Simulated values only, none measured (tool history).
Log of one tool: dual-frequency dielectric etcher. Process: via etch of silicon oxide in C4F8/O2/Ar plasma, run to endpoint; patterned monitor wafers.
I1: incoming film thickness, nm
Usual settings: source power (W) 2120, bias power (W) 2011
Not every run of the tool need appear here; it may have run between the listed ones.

run 1 hour=0.0 | source_power_(W)=2120 bias_power_(W)=2011 | I1=1910.4 | endpoint_time_(s)=354.0
run 2 hour=16.5 | source_power_(W)=2120 bias_power_(W)=2011 | I1=1899.0 | endpoint_time_(s)=352.1
-- hour=53.1 wet clean of the chamber
run 3 hour=53.6 | source_power_(W)=2120 bias_power_(W)=2011 | I1=1916.7 | endpoint_time_(s)=357.9
run 4 hour=67.1 | source_power_(W)=2120 bias_power_(W)=1837 | I1=1889.3 | endpoint_time_(s)=359.0
run 5 hour=92.0 | source_power_(W)=2120 bias_power_(W)=2335 | I1=1913.6 | endpoint_time_(s)=345.3
run 6 hour=123.9 | source_power_(W)=2120 bias_power_(W)=2335 | I1=1906.2 | endpoint_time_(s)=342.6
run 7 hour=153.9 | source_power_(W)=2120 bias_power_(W)=2011 | I1=1895.9 | endpoint_time_(s)=352.4
run 8 hour=189.6 | source_power_(W)=2120 bias_power_(W)=2011 | I1=1911.6 | endpoint_time_(s)=356.1
run 9 hour=217.3 | source_power_(W)=2120 bias_power_(W)=2011 | I1=1908.0 | endpoint_time_(s)=352.4
run 10 hour=286.0 | source_power_(W)=2120 bias_power_(W)=2011 | I1=1905.1 | endpoint_time_(s)=355.6
run 11 hour=320.2 | source_power_(W)=2120 bias_power_(W)=2011 | I1=1919.2 | endpoint_time_(s)=356.1
run 12 hour=340.0 | source_power_(W)=2120 bias_power_(W)=2153 | I1=1917.8 | endpoint_time_(s)=352.8
run 13 hour=443.9 | source_power_(W)=2120 bias_power_(W)=2153 | I1=1907.5 | endpoint_time_(s)=352.9
run 14 hour=459.7 | source_power_(W)=2120 bias_power_(W)=2153 | I1=1913.4 | endpoint_time_(s)=351.3
run 15 hour=489.6 | source_power_(W)=2120 bias_power_(W)=2011 | I1=1922.5 | endpoint_time_(s)=360.2
-- hour=500.9 source power generator calibrated
run 16 hour=509.3 | source_power_(W)=2310 bias_power_(W)=1582 | I1=1923.0 | endpoint_time_(s)=366.3
run 17 hour=535.7 | source_power_(W)=2300 bias_power_(W)=1613 | I1=1923.6 | endpoint_time_(s)=365.0
run 18 hour=557.3 | source_power_(W)=2120 bias_power_(W)=2011 | I1=1904.4 | endpoint_time_(s)=355.1
run 19 hour=591.0 | source_power_(W)=1800 bias_power_(W)=2011 | I1=1899.3 | endpoint_time_(s)=371.9
-- hour=619.5 upper electrode replaced
run 20 hour=620.0 | source_power_(W)=2320 bias_power_(W)=1842 | I1=1913.5 | endpoint_time_(s)=351.9
run 21 hour=628.2 | source_power_(W)=2270 bias_power_(W)=2417 | I1=1895.8 | endpoint_time_(s)=331.4
-- hour=638.1 bias power generator calibrated
-- hour=681.0 wet clean of the chamber
run 22 hour=681.5 | source_power_(W)=2430 bias_power_(W)=1587 | I1=1917.9 | endpoint_time_(s)=356.6
run 23 hour=685.4 | source_power_(W)=2280 bias_power_(W)=1837 | I1=1923.1 | endpoint_time_(s)=354.2
run 24 hour=784.1 | source_power_(W)=1700 bias_power_(W)=1533 | I1=1906.5 | endpoint_time_(s)=400.4
run 25 hour=810.1 | source_power_(W)=2120 bias_power_(W)=2011 | I1=1893.5 | endpoint_time_(s)=351.7
run 26 hour=871.4 | source_power_(W)=2120 bias_power_(W)=2011 | I1=1933.3 | endpoint_time_(s)=361.3
run 27 hour=899.0 | source_power_(W)=1840 bias_power_(W)=2011 | I1=1902.2 | endpoint_time_(s)=369.7
run 28 hour=916.9 | source_power_(W)=2510 bias_power_(W)=1518 | I1=1900.0 | endpoint_time_(s)=354.4
run 29 hour=932.0 | source_power_(W)=2270 bias_power_(W)=1675 | I1=1936.1 | endpoint_time_(s)=366.2
run 30 hour=953.5 | source_power_(W)=2120 bias_power_(W)=2011 | I1=1912.0 | endpoint_time_(s)=356.2

Each row is a separate what-if for the run after 30, all from the same tool condition, not one after another. Results?
run A hour=954.0 | source_power_(W)=2120 bias_power_(W)=2011 | I1=1898.8 | endpoint_time_(s)=?
run B hour=954.0 | source_power_(W)=1980 bias_power_(W)=1633 | I1=1898.8 | endpoint_time_(s)=?
run C hour=954.0 | source_power_(W)=1770 bias_power_(W)=1818 | I1=1898.8 | endpoint_time_(s)=?
run D hour=954.0 | source_power_(W)=2350 bias_power_(W)=2175 | I1=1898.8 | endpoint_time_(s)=?

run=A endpoint_time_(s)=355.3
run=B endpoint_time_(s)=378.3
run=C endpoint_time_(s)=383.8
run=D endpoint_time_(s)=338.2
With no hidden state in the tool, these same runs would have given:
run=A endpoint_time_(s)=355.3
run=B endpoint_time_(s)=378.3
run=C endpoint_time_(s)=383.8
run=D endpoint_time_(s)=338.2
